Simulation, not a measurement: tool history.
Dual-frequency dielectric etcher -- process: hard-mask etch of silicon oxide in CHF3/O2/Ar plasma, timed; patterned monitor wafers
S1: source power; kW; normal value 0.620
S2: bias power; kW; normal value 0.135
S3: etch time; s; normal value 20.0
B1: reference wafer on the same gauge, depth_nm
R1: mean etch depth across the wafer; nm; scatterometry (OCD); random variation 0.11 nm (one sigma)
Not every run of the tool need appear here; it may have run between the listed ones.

run   hour     S1     S2    S3     B1     R1
  1    0.0  0.620  0.135  22.5  31.00  40.37
  2   19.2  0.620  0.135  22.5  31.00  40.42
  3   44.4  0.620  0.135  22.5  31.01  40.38
  4   73.4  0.620  0.135  20.0  31.00  35.92
  5   94.8  0.620  0.135  20.0  31.01  35.86
  6  107.6  0.620  0.135  20.0  30.99  35.87
  7  132.9  0.620  0.135  20.0  30.99  35.89
  8  157.9  0.620  0.135  23.0  30.99  41.47
  9  193.5  0.620  0.135  23.0  31.01  41.43
 10  206.3  0.620  0.143  20.0  31.01  36.58
     234.3  -- upper electrode replaced, of another model than before
     252.5  -- wet clean of the chamber
 11  253.0  0.720  0.135  22.5  31.01  42.35
 12  270.4  0.620  0.123  22.5  30.99  38.30
     277.1  -- gauge calibrated
     281.9  -- source power generator calibrated
     286.3  -- bias power generator calibrated
 13  292.0  0.620  0.109  22.5  31.00  36.15
 14  308.6  0.620  0.114  20.0  31.02  33.07
 15  342.4  0.620  0.123  22.5  31.02  38.27
 16  365.9  0.760  0.120  15.0  31.01  27.40
 17  385.5  0.620  0.135  20.0  31.00  35.67
 18  400.2  0.620  0.159  20.0  30.98  38.35
 19  430.5  0.730  0.135  20.0  31.02  38.00
 20  454.9  0.770  0.135  20.0  31.03  38.98

3 ways to go on from here, each from the tool as it stands after run 20. What would each give?
  A  455.3  0.480  0.135  20.0   ?   ?
  B  455.3  0.670  0.110  26.0   ?   ?
  C  455.3  0.760  0.145  26.0   ?   ?

run     B1     R1
  A  30.99  32.57
  B  30.99  43.57
  C  30.99  51.95
With the hidden condition removed and each run's random variation left untouched, the same runs would have given:
run     R1
  A  32.27
  B  43.18
  C  51.48
